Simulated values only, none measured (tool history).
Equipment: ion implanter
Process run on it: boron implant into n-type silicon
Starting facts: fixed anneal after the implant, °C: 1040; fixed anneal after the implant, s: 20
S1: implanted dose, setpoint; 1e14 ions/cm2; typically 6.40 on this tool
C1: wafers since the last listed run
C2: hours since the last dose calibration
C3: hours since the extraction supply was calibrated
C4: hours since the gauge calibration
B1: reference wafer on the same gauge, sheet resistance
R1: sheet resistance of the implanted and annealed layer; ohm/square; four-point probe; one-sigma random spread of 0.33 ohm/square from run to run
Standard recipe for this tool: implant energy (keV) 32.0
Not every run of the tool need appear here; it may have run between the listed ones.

Run 1, hour 0.0: usual settings; C1 0; C2 963.1; C3 3116.2; C4 157.1; B1 137.05. Result: R1 144.91 ohm/square.
Run 2, hour 6.5: usual settings; C1 175; C2 969.6; C3 3122.7; C4 163.6; B1 137.02. Result: R1 144.51 ohm/square.
Run 3, hour 23.8: usual settings; C1 467; C2 986.9; C3 3140.0; C4 180.9; B1 136.98. Result: R1 145.23 ohm/square.
Run 4, hour 38.1: usual settings but S1 7.21 1e14 ions/cm2, implant energy (keV) 24.0; C1 386; C2 1001.2; C3 3154.3; C4 195.2; B1 137.05. Result: R1 135.34 ohm/square.
Run 5, hour 50.7: usual settings but S1 7.21 1e14 ions/cm2, implant energy (keV) 24.0; C1 340; C2 1013.8; C3 3166.9; C4 207.8; B1 136.94. Result: R1 135.15 ohm/square.
Run 6, hour 63.7: usual settings but S1 7.21 1e14 ions/cm2, implant energy (keV) 24.0; C1 351; C2 1026.8; C3 3179.9; C4 220.8; B1 137.05. Result: R1 135.13 ohm/square.
Run 7, hour 69.8: usual settings; C1 164; C2 1032.9; C3 3186.0; C4 226.9; B1 137.00. Result: R1 145.20 ohm/square.
Run 8, hour 81.3: usual settings; C1 310; C2 1044.4; C3 3197.5; C4 238.4; B1 136.95. Result: R1 145.39 ohm/square.
Run 9, hour 94.6: usual settings; C1 359; C2 1057.7; C3 3210.8; C4 251.7; B1 136.97. Result: R1 145.19 ohm/square.
Run 10, hour 112.2: usual settings; C1 475; C2 1075.3; C3 3228.4; C4 269.3; B1 137.01. Result: R1 145.56 ohm/square.
Run 11, hour 120.6: usual settings; C1 227; C2 1083.7; C3 3236.8; C4 277.7; B1 136.99. Result: R1 145.18 ohm/square.
Run 12, hour 138.3: usual settings but S1 4.87 1e14 ions/cm2; C1 478; C2 1101.4; C3 3254.5; C4 295.4; B1 137.00. Result: R1 182.66 ohm/square.
At hour 150.4: gauge calibrated.
At hour 151.6: Faraday cup replaced and dose calibrated.
At hour 152.5: extraction supply calibrated.
Run 13, hour 154.2: usual settings but implant energy (keV) 35.5; C1 189; C2 2.6; C3 1.7; C4 3.8; B1 137.06. Result: R1 147.82 ohm/square.
Run 14, hour 166.3: usual settings but S1 6.89 1e14 ions/cm2, implant energy (keV) 37.0; C1 327; C2 14.7; C3 13.8; C4 15.9; B1 137.02. Result: R1 138.60 ohm/square.
Run 15, hour 174.5: usual settings but S1 5.45 1e14 ions/cm2, implant energy (keV) 25.5; C1 221; C2 22.9; C3 22.0; C4 24.1; B1 136.97. Result: R1 175.21 ohm/square.
At hour 194.0: Faraday cup replaced and dose calibrated, repeated, since the last time left the tool worse.
Run 16, hour 194.5: usual settings but S1 7.76 1e14 ions/cm2, implant energy (keV) 21.0; C1 324; C2 0.5; C3 42.0; C4 44.1; B1 136.96. Result: R1 125.84 ohm/square.
Run 17, hour 233.6: usual settings but S1 7.75 1e14 ions/cm2, implant energy (keV) 38.5; C1 1057; C2 39.6; C3 81.1; C4 83.2; B1 136.93. Result: R1 119.16 ohm/square.
Run 18, hour 263.5: usual settings but S1 4.66 1e14 ions/cm2, implant energy (keV) 40.5; C1 808; C2 69.5; C3 111.0; C4 113.1; B1 136.91. Result: R1 179.20 ohm/square.
Run 19, hour 275.8: usual settings but S1 4.56 1e14 ions/cm2, implant energy (keV) 26.5; C1 332; C2 81.8; C3 123.3; C4 125.4; B1 136.93. Result: R1 191.53 ohm/square.
Run 20, hour 291.8: usual settings; C1 432; C2 97.8; C3 139.3; C4 141.4; B1 137.08. Result: R1 142.36 ohm/square.
Run 21, hour 308.6: usual settings but S1 4.86 1e14 ions/cm2; C1 454; C2 114.6; C3 156.1; C4 158.2; B1 137.02. Result: R1 178.28 ohm/square.

Pick out some run-to-run changes in R1. Of each, how much would a tool without hidden state show as well, from the settings, what came in and chance, and how much is left for the hidden state and any gauge scatter not in both results compared?
The tool's hidden condition here consists of: deviation of the true dose from the Faraday cup's reading, %; deviation of the true energy from its setpoint, %; gauge reads high (%).
Run 12 -> 13: S1 4.87 -> 6.40, implant energy (keV) 32.0 -> 35.5, gauge calibrated, Faraday cup replaced and dose calibrated, extraction supply calibrated. R1 -34.84 ohm/square: hidden state +2.71, all else -37.55.
Run 15 -> 16: S1 5.45 -> 7.76, implant energy (keV) 25.5 -> 21.0, Faraday cup replaced and dose calibrated, repeated, since the last time left the tool worse. R1 -49.37 ohm/square: hidden state -9.42, all else -39.95.
Run 17 -> 18: S1 7.75 -> 4.66, implant energy (keV) 38.5 -> 40.5. R1 +60.04 ohm/square: hidden state +0.08, all else +59.96.
